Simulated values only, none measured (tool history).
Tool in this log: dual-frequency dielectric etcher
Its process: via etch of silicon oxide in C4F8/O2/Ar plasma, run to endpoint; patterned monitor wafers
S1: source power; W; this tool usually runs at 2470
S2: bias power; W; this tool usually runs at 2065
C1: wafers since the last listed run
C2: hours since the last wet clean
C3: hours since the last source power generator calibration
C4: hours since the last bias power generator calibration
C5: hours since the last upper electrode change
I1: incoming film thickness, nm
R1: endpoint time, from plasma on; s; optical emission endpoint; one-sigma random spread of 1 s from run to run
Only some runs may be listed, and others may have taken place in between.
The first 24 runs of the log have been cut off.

run	day	S1	S2	C1	C2	C3	C4	C5	I1	R1
25	87.796	2020	2445	1369	578.2	560.4	629.1	1811.1	951.3	168.1
26	90.108	1930	2460	399	633.7	615.9	684.6	1866.6	947.4	168.7
27	91.750	2470	1922	283	673.1	655.3	724.0	1906.0	956.0	178.8
# day 93.812: wet clean of the chamber
28	94.008	2270	2368	217	4.7	709.5	778.2	1960.2	948.7	169.8
29	97.600	2470	2065	619	90.9	795.7	864.4	2046.4	959.2	179.6
30	100.579	2890	1631	514	162.4	867.2	935.9	2117.9	946.7	193.1
31	102.192	2840	1646	278	201.1	905.9	974.6	2156.6	955.2	193.3
32	104.704	2940	2255	433	261.4	966.2	1034.9	2216.9	954.6	159.5
33	108.508	2470	1550	656	352.7	1057.5	1126.2	2308.2	954.2	208.2
34	110.942	1980	1549	419	411.1	1115.9	1184.6	2366.6	958.1	223.2

5 options for the next run, each taken on its own from the tool as it stands now. Forecast them:
A	110.962	2470	1838	3	411.6	1116.4	1185.1	2367.1	944.0	?
B	110.962	1870	2552	3	411.6	1116.4	1185.1	2367.1	944.0	?
C	110.962	2930	2524	3	411.6	1116.4	1185.1	2367.1	944.0	?
D	110.962	2470	2547	3	411.6	1116.4	1185.1	2367.1	944.0	?
E	110.962	2470	1913	3	411.6	1116.4	1185.1	2367.1	944.0	?

run	R1
A	185.8
B	169.6
C	148.9
D	156.3
E	181.7
With no hidden state in the tool, these same runs would have given:
run	R1
A	189.8
B	173.3
C	152.1
D	159.7
E	185.6
